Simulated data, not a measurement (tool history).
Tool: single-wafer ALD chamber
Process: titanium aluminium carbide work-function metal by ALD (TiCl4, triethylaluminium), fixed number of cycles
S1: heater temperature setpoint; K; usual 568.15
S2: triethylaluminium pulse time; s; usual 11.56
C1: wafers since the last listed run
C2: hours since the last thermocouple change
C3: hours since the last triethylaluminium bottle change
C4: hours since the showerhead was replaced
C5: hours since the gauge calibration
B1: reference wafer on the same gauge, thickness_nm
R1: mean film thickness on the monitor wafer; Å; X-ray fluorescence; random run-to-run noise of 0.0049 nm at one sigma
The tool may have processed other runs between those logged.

{"run": 1, "hour": 0.0, "S1": 568.15, "S2": 11.56, "C1": 0, "C2": 2691.5, "C3": 1469.7, "C4": 4010.1, "C5": 120.8, "B1": 1.648, "R1": 19.86}
{"run": 2, "hour": 16.0, "S1": 568.15, "S2": 11.56, "C1": 181, "C2": 2707.5, "C3": 1485.7, "C4": 4026.1, "C5": 136.8, "B1": 1.65, "R1": 19.88}
{"run": 3, "hour": 24.6, "S1": 568.15, "S2": 11.56, "C1": 97, "C2": 2716.1, "C3": 1494.3, "C4": 4034.7, "C5": 145.4, "B1": 1.649, "R1": 19.84}
{"run": 4, "hour": 37.1, "S1": 568.15, "S2": 11.56, "C1": 142, "C2": 2728.6, "C3": 1506.8, "C4": 4047.2, "C5": 157.9, "B1": 1.651, "R1": 19.89}
{"run": 5, "hour": 52.2, "S1": 568.15, "S2": 11.56, "C1": 171, "C2": 2743.7, "C3": 1521.9, "C4": 4062.3, "C5": 173, "B1": 1.653, "R1": 19.82}
{"hour": 67.8, "done": "triethylaluminium bottle replaced"}
{"run": 6, "hour": 68.3, "S1": 568.15, "S2": 11.56, "C1": 92, "C2": 2759.8, "C3": 0.5, "C4": 4078.4, "C5": 189.1, "B1": 1.653, "R1": 19.93}
{"run": 7, "hour": 71.6, "S1": 568.15, "S2": 11.56, "C1": 37, "C2": 2763.1, "C3": 3.8, "C4": 4081.7, "C5": 192.4, "B1": 1.652, "R1": 19.96}
{"run": 8, "hour": 88.2, "S1": 568.15, "S2": 11.56, "C1": 188, "C2": 2779.7, "C3": 20.4, "C4": 4098.3, "C5": 209, "B1": 1.654, "R1": 19.96}
{"hour": 88.8, "done": "gauge calibrated"}
{"run": 9, "hour": 98.4, "S1": 568.15, "S2": 12.99, "C1": 115, "C2": 2789.9, "C3": 30.6, "C4": 4108.5, "C5": 9.6, "B1": 1.642, "R1": 19.92}
{"hour": 112.1, "done": "thermocouple changed; heater temperature recalibrated"}
{"run": 10, "hour": 112.6, "S1": 568.15, "S2": 11.56, "C1": 70, "C2": 0.5, "C3": 44.8, "C4": 4122.7, "C5": 23.8, "B1": 1.642, "R1": 19.76}
{"run": 11, "hour": 127.0, "S1": 568.15, "S2": 6.94, "C1": 163, "C2": 14.9, "C3": 59.2, "C4": 4137.1, "C5": 38.2, "B1": 1.643, "R1": 18.83}
{"run": 12, "hour": 142.5, "S1": 574.15, "S2": 13.16, "C1": 176, "C2": 30.4, "C3": 74.7, "C4": 4152.6, "C5": 53.7, "B1": 1.644, "R1": 20.56}
{"hour": 161.4, "done": "showerhead replaced"}
{"run": 13, "hour": 161.9, "S1": 568.15, "S2": 11.56, "C1": 129, "C2": 49.8, "C3": 94.1, "C4": 0.5, "C5": 73.1, "B1": 1.646, "R1": 19.78}
{"run": 14, "hour": 162.2, "S1": 557.15, "S2": 13.44, "C1": 3, "C2": 50.1, "C3": 94.4, "C4": 0.8, "C5": 73.4, "B1": 1.645, "R1": 18.86}
{"run": 15, "hour": 170.8, "S1": 568.15, "S2": 8.67, "C1": 97, "C2": 58.7, "C3": 103, "C4": 9.4, "C5": 82, "B1": 1.646, "R1": 19.35}
{"run": 16, "hour": 184.2, "S1": 568.15, "S2": 8.94, "C1": 152, "C2": 72.1, "C3": 116.4, "C4": 22.8, "C5": 95.4, "B1": 1.647, "R1": 19.46}
{"run": 17, "hour": 200.7, "S1": 568.15, "S2": 11.56, "C1": 187, "C2": 88.6, "C3": 132.9, "C4": 39.3, "C5": 111.9, "B1": 1.648, "R1": 19.87}
{"run": 18, "hour": 207.5, "S1": 568.15, "S2": 11.56, "C1": 77, "C2": 95.4, "C3": 139.7, "C4": 46.1, "C5": 118.7, "B1": 1.649, "R1": 19.84}
{"run": 19, "hour": 214.8, "S1": 558.15, "S2": 14.57, "C1": 82, "C2": 102.7, "C3": 147, "C4": 53.4, "C5": 126, "B1": 1.649, "R1": 18.95}
{"run": 20, "hour": 224.8, "S1": 568.15, "S2": 11.56, "C1": 113, "C2": 112.7, "C3": 157, "C4": 63.4, "C5": 136, "B1": 1.649, "R1": 19.77}

Branching from run 20: 5 alternative next runs. What would each branch give?
{"run": "A", "hour": 225.2, "S1": 561.15, "S2": 11.56, "C1": 4, "C2": 113.1, "C3": 157.4, "C4": 63.8, "C5": 136.4, "B1": "?", "R1": "?"}
{"run": "B", "hour": 225.2, "S1": 554.15, "S2": 15.93, "C1": 4, "C2": 113.1, "C3": 157.4, "C4": 63.8, "C5": 136.4, "B1": "?", "R1": "?"}
{"run": "C", "hour": 225.2, "S1": 575.15, "S2": 9.96, "C1": 4, "C2": 113.1, "C3": 157.4, "C4": 63.8, "C5": 136.4, "B1": "?", "R1": "?"}
{"run": "D", "hour": 225.2, "S1": 556.15, "S2": 7.5, "C1": 4, "C2": 113.1, "C3": 157.4, "C4": 63.8, "C5": 136.4, "B1": "?", "R1": "?"}
{"run": "E", "hour": 225.2, "S1": 580.15, "S2": 11.56, "C1": 4, "C2": 113.1, "C3": 157.4, "C4": 63.8, "C5": 136.4, "B1": "?", "R1": "?"}

run=A B1=1.648 R1=19.15
run=B B1=1.648 R1=18.71
run=C B1=1.648 R1=20.34
run=D B1=1.648 R1=17.93
run=E B1=1.648 R1=21.06
Stripped of hidden state, with their random variation kept, the same runs would have yielded:
run=A R1=19.04
run=B R1=18.6
run=C R1=20.22
run=D R1=17.83
run=E R1=20.94

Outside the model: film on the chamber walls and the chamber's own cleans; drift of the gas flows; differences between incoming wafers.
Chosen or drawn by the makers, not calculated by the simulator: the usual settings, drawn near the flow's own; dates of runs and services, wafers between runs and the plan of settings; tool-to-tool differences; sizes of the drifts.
